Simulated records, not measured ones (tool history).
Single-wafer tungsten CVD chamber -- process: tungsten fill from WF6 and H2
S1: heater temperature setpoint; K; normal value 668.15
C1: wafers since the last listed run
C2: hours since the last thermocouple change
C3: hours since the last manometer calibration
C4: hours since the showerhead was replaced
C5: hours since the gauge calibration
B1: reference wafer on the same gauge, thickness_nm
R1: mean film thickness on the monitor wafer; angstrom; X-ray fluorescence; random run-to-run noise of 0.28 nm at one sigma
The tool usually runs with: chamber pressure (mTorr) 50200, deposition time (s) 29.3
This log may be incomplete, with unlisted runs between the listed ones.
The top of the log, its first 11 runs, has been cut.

{"run": 12, "hour": 268.5, "S1": 668.15, "chamber pressure (mTorr)": 59300, "deposition time (s)": 29.3, "C1": 349, "C2": 2170, "C3": 2047.7, "C4": 2519.6, "C5": 184.7, "B1": 95.003, "R1": 1101.1}
{"run": 13, "hour": 287.9, "S1": 668.15, "chamber pressure (mTorr)": 50200, "deposition time (s)": 29.3, "C1": 258, "C2": 2189.4, "C3": 2067.1, "C4": 2539, "C5": 204.1, "B1": 94.997, "R1": 1033.35}
{"run": 14, "hour": 319.3, "S1": 657.15, "chamber pressure (mTorr)": 62500, "deposition time (s)": 32.7, "C1": 418, "C2": 2220.8, "C3": 2098.5, "C4": 2570.4, "C5": 235.5, "B1": 95.01, "R1": 1046.76}
{"run": 15, "hour": 335.8, "S1": 668.15, "chamber pressure (mTorr)": 50200, "deposition time (s)": 29.3, "C1": 220, "C2": 2237.3, "C3": 2115, "C4": 2586.9, "C5": 252, "B1": 95.043, "R1": 1031.25}
{"run": 16, "hour": 360.7, "S1": 668.15, "chamber pressure (mTorr)": 44400, "deposition time (s)": 29.3, "C1": 332, "C2": 2262.2, "C3": 2139.9, "C4": 2611.8, "C5": 276.9, "B1": 95.045, "R1": 991.37}
{"hour": 394.0, "done": "showerhead replaced"}
{"run": 17, "hour": 394.4, "S1": 668.15, "chamber pressure (mTorr)": 50200, "deposition time (s)": 29.3, "C1": 342, "C2": 2295.9, "C3": 2173.6, "C4": 0.4, "C5": 310.6, "B1": 94.977, "R1": 1037.52}
{"hour": 416.5, "done": "capacitance manometer re-zeroed and calibrated"}
{"run": 18, "hour": 425.5, "S1": 674.15, "chamber pressure (mTorr)": 44400, "deposition time (s)": 26.7, "C1": 308, "C2": 2327, "C3": 9, "C4": 31.5, "C5": 341.7, "B1": 95.11, "R1": 993.27}
{"run": 19, "hour": 441.7, "S1": 677.15, "chamber pressure (mTorr)": 50200, "deposition time (s)": 26.5, "C1": 216, "C2": 2343.2, "C3": 25.2, "C4": 47.7, "C5": 357.9, "B1": 95.006, "R1": 1084.05}
{"hour": 462.5, "done": "thermocouple changed; heater temperature recalibrated"}
{"run": 20, "hour": 463.0, "S1": 663.15, "chamber pressure (mTorr)": 50200, "deposition time (s)": 24.7, "C1": 177, "C2": 0.5, "C3": 46.5, "C4": 69, "C5": 379.2, "B1": 95.045, "R1": 776}
{"run": 21, "hour": 474.5, "S1": 658.15, "chamber pressure (mTorr)": 59900, "deposition time (s)": 29.3, "C1": 153, "C2": 12, "C3": 58, "C4": 80.5, "C5": 390.7, "B1": 95.101, "R1": 898.19}
{"run": 22, "hour": 540.4, "S1": 668.15, "chamber pressure (mTorr)": 61700, "deposition time (s)": 29.3, "C1": 878, "C2": 77.9, "C3": 123.9, "C4": 146.4, "C5": 456.6, "B1": 95.046, "R1": 1077.94}
{"run": 23, "hour": 563.4, "S1": 668.15, "chamber pressure (mTorr)": 50200, "deposition time (s)": 29.3, "C1": 306, "C2": 100.9, "C3": 146.9, "C4": 169.4, "C5": 479.6, "B1": 94.901, "R1": 1001.77}
{"run": 24, "hour": 597.5, "S1": 668.15, "chamber pressure (mTorr)": 50200, "deposition time (s)": 29.3, "C1": 454, "C2": 135, "C3": 181, "C4": 203.5, "C5": 513.7, "B1": 94.915, "R1": 994.93}
{"run": 25, "hour": 623.5, "S1": 668.15, "chamber pressure (mTorr)": 50200, "deposition time (s)": 29.3, "C1": 346, "C2": 161, "C3": 207, "C4": 229.5, "C5": 539.7, "B1": 94.968, "R1": 1003.96}
{"run": 26, "hour": 639.3, "S1": 668.15, "chamber pressure (mTorr)": 50200, "deposition time (s)": 29.3, "C1": 210, "C2": 176.8, "C3": 222.8, "C4": 245.3, "C5": 555.5, "B1": 95.109, "R1": 998.43}
{"run": 27, "hour": 660.8, "S1": 681.15, "chamber pressure (mTorr)": 60000, "deposition time (s)": 29.3, "C1": 286, "C2": 198.3, "C3": 244.3, "C4": 266.8, "C5": 577, "B1": 94.983, "R1": 1312.27}
{"run": 28, "hour": 688.7, "S1": 656.15, "chamber pressure (mTorr)": 39600, "deposition time (s)": 30.9, "C1": 372, "C2": 226.2, "C3": 272.2, "C4": 294.7, "C5": 604.9, "B1": 94.996, "R1": 782.08}
{"hour": 705.5, "done": "gauge calibrated"}
{"run": 29, "hour": 714.1, "S1": 668.15, "chamber pressure (mTorr)": 50200, "deposition time (s)": 29.3, "C1": 338, "C2": 251.6, "C3": 297.6, "C4": 320.1, "C5": 8.6, "B1": 94.998, "R1": 996.62}
{"run": 30, "hour": 727.1, "S1": 668.15, "chamber pressure (mTorr)": 50200, "deposition time (s)": 34.1, "C1": 173, "C2": 264.6, "C3": 310.6, "C4": 333.1, "C5": 21.6, "B1": 94.953, "R1": 1161.28}
{"run": 31, "hour": 755.3, "S1": 668.15, "chamber pressure (mTorr)": 40000, "deposition time (s)": 25.6, "C1": 376, "C2": 292.8, "C3": 338.8, "C4": 361.3, "C5": 49.8, "B1": 95, "R1": 799.85}
{"run": 32, "hour": 790.0, "S1": 668.15, "chamber pressure (mTorr)": 46000, "deposition time (s)": 29.3, "C1": 462, "C2": 327.5, "C3": 373.5, "C4": 396, "C5": 84.5, "B1": 95.079, "R1": 969.05}
{"run": 33, "hour": 803.3, "S1": 680.15, "chamber pressure (mTorr)": 55700, "deposition time (s)": 32.5, "C1": 177, "C2": 340.8, "C3": 386.8, "C4": 409.3, "C5": 97.8, "B1": 95.121, "R1": 1391.49}
{"run": 34, "hour": 821.2, "S1": 683.15, "chamber pressure (mTorr)": 50200, "deposition time (s)": 33.9, "C1": 238, "C2": 358.7, "C3": 404.7, "C4": 427.2, "C5": 115.7, "B1": 95.081, "R1": 1465.31}
{"run": 35, "hour": 845.0, "S1": 654.15, "chamber pressure (mTorr)": 54900, "deposition time (s)": 29.3, "C1": 317, "C2": 382.5, "C3": 428.5, "C4": 451, "C5": 139.5, "B1": 94.917, "R1": 812.41}

Forecast each of these 3 alternatives for the next run:
{"run": "A", "hour": 845.4, "S1": 668.15, "chamber pressure (mTorr)": 50200, "deposition time (s)": 24.3, "C1": 5, "C2": 382.9, "C3": 428.9, "C4": 451.4, "C5": 139.9, "B1": "?", "R1": "?"}
{"run": "B", "hour": 845.4, "S1": 658.15, "chamber pressure (mTorr)": 60300, "deposition time (s)": 27.5, "C1": 5, "C2": 382.9, "C3": 428.9, "C4": 451.4, "C5": 139.9, "B1": "?", "R1": "?"}
{"run": "C", "hour": 845.4, "S1": 660.15, "chamber pressure (mTorr)": 50200, "deposition time (s)": 29.3, "C1": 5, "C2": 382.9, "C3": 428.9, "C4": 451.4, "C5": 139.9, "B1": "?", "R1": "?"}

run=A B1=95.059 R1=825.55
run=B B1=95.059 R1=844.16
run=C B1=95.059 R1=870.75
With no hidden state in the tool, these same runs would have given:
run=A R1=822.52
run=B R1=840.9
run=C R1=867.4
